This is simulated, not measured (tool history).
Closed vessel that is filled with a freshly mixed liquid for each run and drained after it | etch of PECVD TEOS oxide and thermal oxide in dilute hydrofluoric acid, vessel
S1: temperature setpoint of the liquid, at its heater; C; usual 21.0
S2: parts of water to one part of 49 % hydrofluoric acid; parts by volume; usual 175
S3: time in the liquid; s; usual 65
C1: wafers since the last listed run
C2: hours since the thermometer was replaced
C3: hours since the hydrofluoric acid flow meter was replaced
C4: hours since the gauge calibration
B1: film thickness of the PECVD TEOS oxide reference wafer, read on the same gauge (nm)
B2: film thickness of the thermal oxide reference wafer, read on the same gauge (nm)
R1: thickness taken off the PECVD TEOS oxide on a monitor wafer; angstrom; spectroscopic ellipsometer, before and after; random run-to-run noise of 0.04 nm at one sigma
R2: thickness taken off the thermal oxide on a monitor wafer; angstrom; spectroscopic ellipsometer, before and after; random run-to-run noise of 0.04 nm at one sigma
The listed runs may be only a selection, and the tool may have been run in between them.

Run 1, hour 0.0: usual settings; C1 0; C2 1331.2; C3 245.2; C4 290.1; B1 80.030; B2 70.005. Result: R1 47.46 angstrom, R2 13.07 angstrom.
Run 2, hour 47.5: usual settings but S3 75 s; C1 4053; C2 1378.7; C3 292.7; C4 337.6; B1 79.941; B2 70.000. Result: R1 54.62 angstrom, R2 13.90 angstrom.
Run 3, hour 91.8: usual settings but S3 75 s; C1 3780; C2 1423.0; C3 337.0; C4 381.9; B1 79.981; B2 69.982. Result: R1 54.57 angstrom, R2 14.74 angstrom.
Run 4, hour 138.7: usual settings but S2 235 parts by volume, S3 35 s; C1 4002; C2 1469.9; C3 383.9; C4 428.8; B1 79.987; B2 70.019. Result: R1 17.90 angstrom, R2 4.78 angstrom.
Run 5, hour 188.4: usual settings; C1 4241; C2 1519.6; C3 433.6; C4 478.5; B1 80.045; B2 70.012. Result: R1 47.11 angstrom, R2 11.72 angstrom.
Run 6, hour 250.3: usual settings; C1 5282; C2 1581.5; C3 495.5; C4 540.4; B1 79.991; B2 70.038. Result: R1 46.60 angstrom, R2 11.57 angstrom.
Run 7, hour 308.9: usual settings; C1 5001; C2 1640.1; C3 554.1; C4 599.0; B1 80.024; B2 70.004. Result: R1 47.44 angstrom, R2 12.16 angstrom.
Run 8, hour 375.0: usual settings; C1 5641; C2 1706.2; C3 620.2; C4 665.1; B1 79.989; B2 69.992. Result: R1 47.21 angstrom, R2 12.23 angstrom.
Run 9, hour 432.0: usual settings; C1 4864; C2 1763.2; C3 677.2; C4 722.1; B1 80.001; B2 70.042. Result: R1 46.27 angstrom, R2 12.08 angstrom.
Run 10, hour 492.9: usual settings; C1 5197; C2 1824.1; C3 738.1; C4 783.0; B1 80.025; B2 70.005. Result: R1 46.81 angstrom, R2 12.09 angstrom.
At hour 512.9: gauge calibrated.
At hour 526.3: hydrofluoric acid flow meter replaced.
At hour 530.7: thermometer replaced.
Run 11, hour 558.6: usual settings; C1 5436; C2 27.9; C3 32.3; C4 45.7; B1 80.020; B2 70.017. Result: R1 50.40 angstrom, R2 13.53 angstrom.
Run 12, hour 599.1: usual settings but S3 75 s; C1 3456; C2 68.4; C3 72.8; C4 86.2; B1 80.021; B2 69.994. Result: R1 57.78 angstrom, R2 15.79 angstrom.
Run 13, hour 666.6: usual settings; C1 5760; C2 135.9; C3 140.3; C4 153.7; B1 79.986; B2 70.008. Result: R1 49.53 angstrom, R2 13.74 angstrom.
Run 14, hour 731.6: usual settings but S1 17.0 C, S2 100 parts by volume, S3 80 s; C1 5547; C2 200.9; C3 205.3; C4 218.7; B1 80.045; B2 69.992. Result: R1 98.30 angstrom, R2 24.58 angstrom.
Run 15, hour 788.7: usual settings but S1 18.5 C, S2 140 parts by volume; C1 4873; C2 258.0; C3 262.4; C4 275.8; B1 80.031; B2 70.023. Result: R1 57.97 angstrom, R2 15.05 angstrom.
Run 16, hour 844.3: usual settings; C1 4745; C2 313.6; C3 318.0; C4 331.4; B1 80.004; B2 70.068. Result: R1 49.60 angstrom, R2 13.64 angstrom.
Run 17, hour 903.6: usual settings but S1 22.5 C, S3 100 s; C1 5061; C2 372.9; C3 377.3; C4 390.7; B1 79.971; B2 70.032. Result: R1 78.95 angstrom, R2 20.75 angstrom.
Run 18, hour 961.3: usual settings; C1 4924; C2 430.6; C3 435.0; C4 448.4; B1 79.985; B2 70.025. Result: R1 49.67 angstrom, R2 12.78 angstrom.
Run 19, hour 992.1: usual settings but S1 22.5 C, S3 100 s; C1 2628; C2 461.4; C3 465.8; C4 479.2; B1 80.040; B2 70.010. Result: R1 79.62 angstrom, R2 21.86 angstrom.
Run 20, hour 1016.5: usual settings but S2 250 parts by volume, S3 105 s; C1 2082; C2 485.8; C3 490.2; C4 503.6; B1 79.997; B2 70.006. Result: R1 51.62 angstrom, R2 13.58 angstrom.
Run 21, hour 1050.0: usual settings but S1 18.5 C, S2 120 parts by volume, S3 45 s; C1 2859; C2 519.3; C3 523.7; C4 537.1; B1 80.029; B2 70.026. Result: R1 46.22 angstrom, R2 12.72 angstrom.
Run 22, hour 1087.8: usual settings but S1 22.5 C, S3 75 s; C1 3226; C2 557.1; C3 561.5; C4 574.9; B1 80.033; B2 69.965. Result: R1 60.05 angstrom, R2 15.80 angstrom.
Run 23, hour 1126.3: usual settings but S2 250 parts by volume; C1 3285; C2 595.6; C3 600.0; C4 613.4; B1 80.025; B2 70.016. Result: R1 31.49 angstrom, R2 8.69 angstrom.

Run 24, settings as shown, results not yet in. Your forecast:
Run 24, hour 1188.4: usual settings but S2 230 parts by volume, S3 95 s; C1 5300; C2 657.7; C3 662.1; C4 675.5; B1 ?; B2 ?. Result: R1 ?, R2 ?.

Run 24 gave B1 79.985, B2 69.998, R1 51.80 angstrom, R2 14.57 angstrom.
Minus the tool's unlogged condition, the same run would have read R1 54.42 angstrom, R2 15.31 angstrom.

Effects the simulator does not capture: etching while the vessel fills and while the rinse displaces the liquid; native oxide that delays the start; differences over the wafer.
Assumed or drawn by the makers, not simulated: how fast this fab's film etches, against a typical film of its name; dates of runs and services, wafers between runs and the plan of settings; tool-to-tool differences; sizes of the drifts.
